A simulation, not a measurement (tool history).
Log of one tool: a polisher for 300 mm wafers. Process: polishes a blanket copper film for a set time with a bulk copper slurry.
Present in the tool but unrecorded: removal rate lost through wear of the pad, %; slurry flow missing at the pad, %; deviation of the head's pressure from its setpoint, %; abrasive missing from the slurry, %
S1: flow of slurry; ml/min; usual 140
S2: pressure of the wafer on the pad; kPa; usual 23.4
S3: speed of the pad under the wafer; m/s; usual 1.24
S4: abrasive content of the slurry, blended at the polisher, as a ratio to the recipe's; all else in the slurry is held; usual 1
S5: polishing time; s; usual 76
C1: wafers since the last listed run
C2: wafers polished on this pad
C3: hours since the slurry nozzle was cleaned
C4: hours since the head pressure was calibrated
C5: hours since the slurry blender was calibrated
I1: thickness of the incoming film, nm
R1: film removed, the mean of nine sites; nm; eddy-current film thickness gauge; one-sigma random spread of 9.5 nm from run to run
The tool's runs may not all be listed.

| run | hour | S1 | S2 | S3 | S4 | S5 | C1 | C2 | C3 | C4 | C5 | I1 | R1 |
|---|---|---|---|---|---|---|---|---|---|---|---|---|---|
| 1 | 0 | 140 | 23.4 | 1.24 | 1 | 76 | 0 | 1002 | 566.4 | 938.7 | 325.9 | 3021.3 | 936.2 |
| 2 | 77.5 | 140 | 23.4 | 1.24 | 1 | 76 | 683 | 1685 | 643.9 | 1016.2 | 403.4 | 3053.7 | 925.1 |
|  | 125.6 | slurry nozzle cleaned |
| 3 | 142.6 | 140 | 23.4 | 1.24 | 1 | 76 | 565 | 2251 | 17 | 1081.3 | 468.5 | 2981.9 | 927.9 |
|  | 164.3 | head pressure recalibrated |
| 4 | 222.8 | 140 | 21.4 | 1.24 | 1 | 76 | 690 | 2941 | 97.2 | 58.5 | 548.7 | 3053.4 | 830.3 |
| 5 | 299.6 | 140 | 21.4 | 1.24 | 1 | 76 | 677 | 3619 | 174 | 135.3 | 625.5 | 2994.9 | 819.5 |
| 6 | 396.5 | 140 | 21.4 | 1.24 | 1 | 76 | 855 | 4474 | 270.9 | 232.2 | 722.4 | 2998.1 | 807.7 |
| 7 | 433.9 | 140 | 23.4 | 1.24 | 1 | 76 | 330 | 4804 | 308.3 | 269.6 | 759.8 | 3019.8 | 872.2 |
|  | 479.2 | slurry blender recalibrated |
| 8 | 523.3 | 140 | 23.4 | 1.5 | 1 | 76 | 771 | 5575 | 397.7 | 359 | 44.1 | 3009.6 | 1039.6 |
|  | 595.5 | worn pad replaced by a new one |
| 9 | 596.2 | 180 | 23.4 | 1.12 | 0.9 | 76 | 608 | 6 | 470.6 | 431.9 | 117 | 3020.6 | 882 |
| 10 | 884.1 | 95 | 20 | 1.24 | 0.8 | 53 | 2540 | 2546 | 758.5 | 719.8 | 404.9 | 3002.9 | 499.7 |
|  | 920.5 | slurry nozzle cleaned |
| 11 | 925.8 | 140 | 23.4 | 0.96 | 1 | 52 | 359 | 2906 | 5.3 | 761.5 | 446.6 | 3009.8 | 544.3 |
| 12 | 999.6 | 140 | 23.4 | 1 | 1 | 76 | 651 | 3557 | 79.1 | 835.3 | 520.4 | 3027.8 | 794.8 |
| 13 | 1041.4 | 185 | 23.4 | 1.24 | 1 | 76 | 368 | 3926 | 120.9 | 877.1 | 562.2 | 2992.9 | 948 |
|  | 1183.9 | slurry blender recalibrated |
| 14 | 1254.2 | 140 | 23.4 | 1.36 | 1 | 76 | 1860 | 5786 | 333.7 | 1089.9 | 70.3 | 3035.1 | 993.4 |
| 15 | 1334.5 | 140 | 23.4 | 1.24 | 1 | 76 | 708 | 6495 | 414 | 1170.2 | 150.6 | 3055.5 | 939 |
|  | 1394.8 | worn pad replaced by a new one |
|  | 1399.9 | head pressure recalibrated |
| 16 | 1408.2 | 140 | 20 | 1.24 | 1.15 | 93 | 597 | 101 | 487.7 | 8.3 | 224.3 | 3030.8 | 1003.5 |
| 17 | 1507.2 | 140 | 23.4 | 1.24 | 1 | 76 | 873 | 974 | 586.7 | 107.3 | 323.3 | 3030.1 | 931.4 |
|  | 1588.1 | slurry nozzle cleaned |
| 18 | 1606.3 | 140 | 29.6 | 1.24 | 1 | 76 | 865 | 1840 | 18.2 | 206.4 | 422.4 | 3053.2 | 1193.6 |
| 19 | 1671.9 | 140 | 23.4 | 1.42 | 1 | 90 | 578 | 2419 | 83.8 | 272 | 488 | 3026.8 | 1201.3 |
| 20 | 1774 | 140 | 23.4 | 1.24 | 1 | 76 | 900 | 3320 | 185.9 | 374.1 | 590.1 | 3035.2 | 903.6 |
|  | 1867.2 | slurry blender recalibrated |
| 21 | 1867.7 | 140 | 23.4 | 1.24 | 1 | 76 | 809 | 4129 | 279.6 | 467.8 | 0.5 | 3025.9 | 941.4 |
| 22 | 1929.6 | 140 | 23.4 | 1.24 | 1 | 76 | 546 | 4675 | 341.5 | 529.7 | 62.4 | 2983.6 | 950.2 |
| 23 | 1999 | 140 | 23.4 | 1.24 | 1 | 76 | 612 | 5288 | 410.9 | 599.1 | 131.8 | 3009 | 943.2 |
| 24 | 2053 | 140 | 23.4 | 1.24 | 1 | 76 | 476 | 5764 | 464.9 | 653.1 | 185.8 | 3016.5 | 943 |
| 25 | 2158.5 | 120 | 31 | 0.9 | 0.8 | 76 | 930 | 6695 | 570.4 | 758.6 | 291.3 | 3039.5 | 959 |
|  | 2227.4 | worn pad replaced by a new one |
| 26 | 2245.8 | 140 | 23.4 | 1.24 | 1.25 | 76 | 735 | 162 | 657.7 | 845.9 | 378.6 | 3000.2 | 970.8 |
|  | 2300.7 | slurry nozzle cleaned |
| 27 | 2311.7 | 140 | 23.4 | 1.24 | 1 | 76 | 572 | 735 | 11 | 911.8 | 444.5 | 3063.6 | 921.4 |
| 28 | 2405.3 | 140 | 23.4 | 0.98 | 1 | 76 | 825 | 1560 | 104.6 | 1005.4 | 538.1 | 3053.9 | 804.3 |
| 29 | 2451.3 | 165 | 23.4 | 1.24 | 1 | 76 | 405 | 1966 | 150.6 | 1051.4 | 584.1 | 2981.3 | 928.6 |
| 30 | 2534.8 | 170 | 17.2 | 0.92 | 1.1 | 76 | 736 | 2703 | 234.1 | 1134.9 | 667.6 | 3050.3 | 587.7 |

Alternative continuations, all from the tool just after run 30; predict every row:
| A | 2535.2 | 140 | 23.4 | 1.24 | 1.3 | 76 | 3 | 2707 | 234.5 | 1135.3 | 668 | 3019.3 | ? |
| B | 2535.2 | 180 | 26.2 | 1.1 | 1 | 94 | 3 | 2707 | 234.5 | 1135.3 | 668 | 3019.3 | ? |
| C | 2535.2 | 110 | 15.9 | 1.24 | 1.25 | 93 | 3 | 2707 | 234.5 | 1135.3 | 668 | 3019.3 | ? |
| D | 2535.2 | 180 | 23.4 | 1 | 1.3 | 76 | 3 | 2707 | 234.5 | 1135.3 | 668 | 3019.3 | ? |

| run | R1 |
|---|---|
| A | 941.4 |
| B | 1202.4 |
| C | 745.3 |
| D | 861.3 |
Stripped of hidden state, with their random variation kept, the same runs would have yielded:
| run | R1 |
|---|---|
| A | 995.9 |
| B | 1270.3 |
| C | 788.3 |
| D | 911.2 |
